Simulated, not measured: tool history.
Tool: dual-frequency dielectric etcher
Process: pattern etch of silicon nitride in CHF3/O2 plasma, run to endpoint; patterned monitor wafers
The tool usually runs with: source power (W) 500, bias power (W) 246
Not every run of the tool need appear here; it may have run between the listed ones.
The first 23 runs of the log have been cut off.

| run | hour | source power (W) | bias power (W) | incoming incoming film thickness, nm | endpoint time (s) |
|---|---|---|---|---|---|
| 24 | 1230.9 | 440 | 285 | 75.4 | 49.5 |
| 25 | 1270.2 | 560 | 304 | 75.4 | 45.1 |
| 26 | 1406.4 | 610 | 184 | 75.7 | 50.6 |
| 27 | 1445.3 | 420 | 246 | 75.9 | 51 |
| 28 | 1504.3 | 500 | 246 | 75.2 | 48.6 |
| 29 | 1543.6 | 500 | 281 | 75.2 | 45.9 |
| 30 | 1580.4 | 580 | 246 | 75.7 | 46.2 |
| 31 | 1609.4 | 590 | 228 | 75.6 | 47.1 |
| 32 | 1640.2 | 500 | 296 | 75.2 | 45.1 |
| 33 | 1677.6 | 390 | 280 | 75.9 | 49.2 |
|  | 1756.9 | wet clean of the chamber |
| 34 | 1757.4 | 500 | 246 | 75.3 | 48.9 |
| 35 | 1790 | 500 | 246 | 75.7 | 49.9 |

Each row is a separate what-if for the run after 35, all from the same tool condition, not one after another. Results?
| A | 1790.4 | 500 | 305 | 75 | ? |
| B | 1790.4 | 500 | 186 | 75 | ? |
| C | 1790.4 | 410 | 272 | 75 | ? |

| run | endpoint time (s) |
|---|---|
| A | 45.5 |
| B | 53.9 |
| C | 50.2 |
Without the tool's hidden state the same runs would have given:
| run | endpoint time (s) |
|---|---|
| A | 45.8 |
| B | 54.3 |
| C | 50.6 |
